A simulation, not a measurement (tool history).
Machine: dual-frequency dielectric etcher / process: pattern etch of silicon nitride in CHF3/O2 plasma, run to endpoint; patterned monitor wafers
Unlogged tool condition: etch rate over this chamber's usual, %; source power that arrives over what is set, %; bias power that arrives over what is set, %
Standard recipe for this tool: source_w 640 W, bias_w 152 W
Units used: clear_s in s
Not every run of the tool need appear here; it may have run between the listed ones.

run,day,source_w,bias_w,wafers since the last listed run,hours since the last wet clean,hours since the last source power generator calibration,hours since the last bias power generator calibration,hours since the last upper electrode change,"incoming incoming film thickness, nm",clear_s
1,0.000,640,152,0,53.4,1902.4,2038.9,3821.7,61.5,40.8
2,3.462,640,152,1104,136.5,1985.5,2122.0,3904.8,61.1,40.0
3,4.604,640,152,364,163.9,2012.9,2149.4,3932.2,60.8,39.6
4,7.579,640,152,948,235.3,2084.3,2220.8,4003.6,61.7,39.6
5,8.825,640,152,397,265.2,2114.2,2250.7,4033.5,60.2,39.1
6,10.983,640,130,688,317.0,2166.0,2302.5,4085.3,60.9,40.7
# day 13.021: wet clean of the chamber
# day 13.038: upper electrode replaced
7,13.058,640,130,337,0.9,2215.8,2352.3,0.5,60.7,41.4
8,13.896,640,130,267,21.0,2235.9,2372.4,20.6,60.9,41.4
9,16.421,640,152,805,81.6,2296.5,2433.0,81.2,59.8,39.6
10,18.738,590,165,738,137.2,2352.1,2488.6,136.8,60.8,39.7
11,21.438,640,152,860,202.0,2416.9,2553.4,201.6,60.8,40.1
12,22.662,640,152,390,231.4,2446.3,2582.8,231.0,60.4,39.1
13,24.950,780,152,729,286.3,2501.2,2637.7,285.9,60.7,37.3
# day 25.712: source power generator calibrated
14,27.475,530,115,751,346.9,42.3,2698.3,346.5,61.0,43.5
# day 29.571: bias power generator calibrated
# day 30.350: wet clean of the chamber
15,30.388,710,130,626,0.9,112.2,19.6,416.4,60.9,40.8
16,32.658,640,126,724,55.4,166.7,74.1,470.9,61.0,41.9
17,35.242,700,118,823,117.4,228.7,136.1,532.9,60.9,41.5
18,36.512,540,183,405,147.9,259.2,166.6,563.4,61.2,39.8
19,37.546,640,167,329,172.7,284.0,191.4,588.2,61.0,38.9
20,39.167,750,152,516,211.6,322.9,230.3,627.1,61.1,38.5
21,41.558,640,185,762,269.0,380.3,287.7,684.5,60.7,37.4

Alternative continuations, all from the tool just after run 21; predict every row:
A,41.575,640,152,5,269.4,380.7,288.1,684.9,61.2,?
B,41.575,560,186,5,269.4,380.7,288.1,684.9,61.2,?
C,41.575,600,188,5,269.4,380.7,288.1,684.9,61.2,?

run,clear_s
A,39.5
B,38.6
C,37.9
Without the tool's unlogged condition, the same runs would have read:
run,clear_s
A,40.6
B,39.6
C,38.9
